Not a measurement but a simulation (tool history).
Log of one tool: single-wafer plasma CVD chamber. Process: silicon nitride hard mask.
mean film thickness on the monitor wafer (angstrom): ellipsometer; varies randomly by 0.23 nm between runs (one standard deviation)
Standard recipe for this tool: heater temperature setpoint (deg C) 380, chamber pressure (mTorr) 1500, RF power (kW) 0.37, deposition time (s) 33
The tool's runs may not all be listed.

run,day,heater temperature setpoint (deg C),chamber pressure (mTorr),RF power (kW),deposition time (s),wafers since the last listed run,hours since the last thermocouple change,hours since the last RF generator calibration,hours since the last manometer calibration,hours since the showerhead was replaced,hours since the gauge calibration,"read-back reference wafer on the same gauge, thickness_nm",mean film thickness on the monitor wafer (angstrom)
1,0,380,1500,0.415,33,0,676.9,509.5,670.7,5212,50.4,51.384,457.87
2,0.571,380,1500,0.37,33,322,690.6,523.2,684.4,5225.7,64.1,51.397,425.69
3,1.35,380,1500,0.37,33,440,709.3,541.9,703.1,5244.4,82.8,51.397,427.34
4,2.375,380,1500,0.37,33,579,733.9,566.5,727.7,5269,107.4,51.365,422.64
5,2.917,388,1500,0.37,33,306,746.9,579.5,740.7,5282,120.4,51.436,422.65
6,3.733,388,1500,0.37,33,461,766.5,599.1,760.3,5301.6,140,51.362,415.47
7,4.333,388,1500,0.37,33,339,780.9,613.5,774.7,5316,154.4,51.458,418.42
8,5.767,380,1500,0.37,33,810,815.3,647.9,809.1,5350.4,188.8,51.362,419.98
9,7.242,380,1500,0.37,33,833,850.7,683.3,844.5,5385.8,224.2,51.427,417.31
# day 8.533: showerhead replaced, of another model than before
10,8.704,380,1500,0.37,33,638,885.8,718.4,879.6,4.1,259.3,51.417,408.9
11,9.271,380,1500,0.39,27.8,320,899.4,732,893.2,17.7,272.9,51.466,361.58
12,10.488,380,1500,0.39,27.8,687,928.6,761.2,922.4,46.9,302.1,51.38,357.38
# day 11.225: RF generator calibrated
13,11.246,373,1330,0.37,35.7,240,946.8,0.5,940.6,65.1,320.3,51.443,457.73
14,12.117,380,1500,0.44,33,492,967.7,21.4,961.5,86,341.2,51.434,501.52
15,13.471,372,1820,0.37,33,765,1000.2,53.9,994,118.5,373.7,51.344,448.68
16,14.717,368,1500,0.325,33,704,1030.1,83.8,1023.9,148.4,403.6,51.336,378.61
# day 15.325: capacitance manometer re-zeroed and calibrated
17,15.346,392,1840,0.44,36.2,167,1045.2,98.9,0.5,163.5,418.7,51.402,567.61
18,16.342,387,1650,0.37,38.2,563,1069.1,122.8,24.4,187.4,442.6,51.43,505.57
# day 17.133: gauge calibrated
19,17.817,380,1270,0.315,33,833,1104.5,158.2,59.8,222.8,16.4,51.428,352.11
# day 19.067: thermocouple changed; heater temperature recalibrated
20,19.088,380,1500,0.37,35,530,0.5,188.7,90.3,253.3,46.9,51.311,453.97
21,20.012,380,1500,0.37,33,522,22.7,210.9,112.5,275.5,69.1,51.406,429.17
22,22.471,380,1500,0.37,33,1389,81.7,269.9,171.5,334.5,128.1,51.341,427.92
23,23.633,380,1500,0.37,33,657,109.6,297.8,199.4,362.4,156,51.317,430.65
24,24.921,386,1500,0.3,28.6,727,140.5,328.7,230.3,393.3,186.9,51.316,292.24
25,25.929,380,1500,0.34,33,570,164.7,352.9,254.5,417.5,211.1,51.476,391.74

What if the next run were any one of these 4? Each begins from the tool's condition after run 25:
A,25.946,380,1500,0.41,33,9,165.1,353.3,254.9,417.9,211.5,?,?
B,25.946,394,1730,0.44,38.3,9,165.1,353.3,254.9,417.9,211.5,?,?
C,25.946,390,1250,0.41,37.4,9,165.1,353.3,254.9,417.9,211.5,?,?
D,25.946,380,1500,0.405,36,9,165.1,353.3,254.9,417.9,211.5,?,?

run,"read-back reference wafer on the same gauge, thickness_nm",mean film thickness on the monitor wafer (angstrom)
A,51.425,466.38
B,51.425,584.82
C,51.425,510.33
D,51.425,503.37
Without the tool's unlogged condition, the same runs would have read:
run,mean film thickness on the monitor wafer (angstrom)
A,475.8
B,596.63
C,520.64
D,513.53
